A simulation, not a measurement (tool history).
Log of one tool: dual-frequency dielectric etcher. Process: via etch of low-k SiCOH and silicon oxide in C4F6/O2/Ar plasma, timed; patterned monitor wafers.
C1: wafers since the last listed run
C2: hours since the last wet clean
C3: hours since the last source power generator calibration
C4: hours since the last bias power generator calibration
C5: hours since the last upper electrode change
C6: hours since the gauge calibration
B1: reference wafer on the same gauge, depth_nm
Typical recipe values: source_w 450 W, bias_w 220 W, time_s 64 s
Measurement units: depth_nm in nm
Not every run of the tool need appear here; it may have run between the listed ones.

{"run": 1, "hour": 0.0, "source_w": 370, "bias_w": 220, "time_s": 64, "C1": 0, "C2": 34.9, "C3": 1947.7, "C4": 1618.1, "C5": 2480.5, "C6": 157.7, "B1": 225.5, "depth_nm": 194.1}
{"run": 2, "hour": 77.2, "source_w": 450, "bias_w": 220, "time_s": 64, "C1": 681, "C2": 112.1, "C3": 2024.9, "C4": 1695.3, "C5": 2557.7, "C6": 234.9, "B1": 224.8, "depth_nm": 205.9}
{"run": 3, "hour": 179.9, "source_w": 450, "bias_w": 220, "time_s": 64, "C1": 906, "C2": 214.8, "C3": 2127.6, "C4": 1798, "C5": 2660.4, "C6": 337.6, "B1": 224.8, "depth_nm": 207.2}
{"run": 4, "hour": 311.0, "source_w": 450, "bias_w": 220, "time_s": 64, "C1": 1157, "C2": 345.9, "C3": 2258.7, "C4": 1929.1, "C5": 2791.5, "C6": 468.7, "B1": 225.1, "depth_nm": 208.9}
{"hour": 350.3, "done": "bias power generator calibrated"}
{"run": 5, "hour": 413.7, "source_w": 450, "bias_w": 220, "time_s": 58, "C1": 871, "C2": 448.6, "C3": 2361.4, "C4": 63.4, "C5": 2894.2, "C6": 571.4, "B1": 225.1, "depth_nm": 191.5}
{"hour": 444.0, "done": "upper electrode replaced"}
{"hour": 453.0, "done": "wet clean of the chamber"}
{"run": 6, "hour": 490.0, "source_w": 450, "bias_w": 220, "time_s": 64, "C1": 382, "C2": 37, "C3": 2437.7, "C4": 139.7, "C5": 46, "C6": 647.7, "B1": 224.7, "depth_nm": 205.8}
{"run": 7, "hour": 544.2, "source_w": 450, "bias_w": 220, "time_s": 64, "C1": 478, "C2": 91.2, "C3": 2491.9, "C4": 193.9, "C5": 100.2, "C6": 701.9, "B1": 224.7, "depth_nm": 206.1}
{"run": 8, "hour": 618.2, "source_w": 550, "bias_w": 192, "time_s": 49, "C1": 653, "C2": 165.2, "C3": 2565.9, "C4": 267.9, "C5": 174.2, "C6": 775.9, "B1": 224.8, "depth_nm": 160.6}
{"hour": 675.2, "done": "source power generator calibrated"}
{"hour": 677.5, "done": "gauge calibrated"}
{"run": 9, "hour": 692.4, "source_w": 520, "bias_w": 194, "time_s": 81, "C1": 619, "C2": 239.4, "C3": 17.2, "C4": 342.1, "C5": 248.4, "C6": 14.9, "B1": 225.1, "depth_nm": 266.8}
{"run": 10, "hour": 779.4, "source_w": 450, "bias_w": 204, "time_s": 80, "C1": 767, "C2": 326.4, "C3": 104.2, "C4": 429.1, "C5": 335.4, "C6": 101.9, "B1": 225.3, "depth_nm": 255.7}
{"run": 11, "hour": 849.8, "source_w": 450, "bias_w": 220, "time_s": 57, "C1": 621, "C2": 396.8, "C3": 174.6, "C4": 499.5, "C5": 405.8, "C6": 172.3, "B1": 224.7, "depth_nm": 190.6}
{"run": 12, "hour": 917.9, "source_w": 550, "bias_w": 235, "time_s": 73, "C1": 601, "C2": 464.9, "C3": 242.7, "C4": 567.6, "C5": 473.9, "C6": 240.4, "B1": 225, "depth_nm": 260.2}
{"hour": 1009.2, "done": "wet clean of the chamber"}
{"run": 13, "hour": 1009.7, "source_w": 450, "bias_w": 220, "time_s": 64, "C1": 598, "C2": 0.5, "C3": 334.5, "C4": 659.4, "C5": 565.7, "C6": 332.2, "B1": 224.7, "depth_nm": 202.2}
{"run": 14, "hour": 1078.2, "source_w": 380, "bias_w": 187, "time_s": 51, "C1": 604, "C2": 69, "C3": 403, "C4": 727.9, "C5": 634.2, "C6": 400.7, "B1": 225.3, "depth_nm": 152.3}

Branching from run 14: 4 alternative next runs. What would each branch give?
{"run": "A", "hour": 1078.6, "source_w": 450, "bias_w": 220, "time_s": 76, "C1": 3, "C2": 69.4, "C3": 403.4, "C4": 728.3, "C5": 634.6, "C6": 401.1, "B1": "?", "depth_nm": "?"}
{"run": "B", "hour": 1078.6, "source_w": 450, "bias_w": 183, "time_s": 64, "C1": 3, "C2": 69.4, "C3": 403.4, "C4": 728.3, "C5": 634.6, "C6": 401.1, "B1": "?", "depth_nm": "?"}
{"run": "C", "hour": 1078.6, "source_w": 390, "bias_w": 220, "time_s": 80.5, "C1": 3, "C2": 69.4, "C3": 403.4, "C4": 728.3, "C5": 634.6, "C6": 401.1, "B1": "?", "depth_nm": "?"}
{"run": "D", "hour": 1078.6, "source_w": 490, "bias_w": 267, "time_s": 52, "C1": 3, "C2": 69.4, "C3": 403.4, "C4": 728.3, "C5": 634.6, "C6": 401.1, "B1": "?", "depth_nm": "?"}

run=A B1=225.3 depth_nm=247
run=B B1=225.3 depth_nm=197.9
run=C B1=225.3 depth_nm=253.4
run=D B1=225.3 depth_nm=182.2
Stripped of hidden state, with their random variation kept, the same runs would have yielded:
run=A depth_nm=245.6
run=B depth_nm=196.8
run=C depth_nm=251.9
run=D depth_nm=181.2
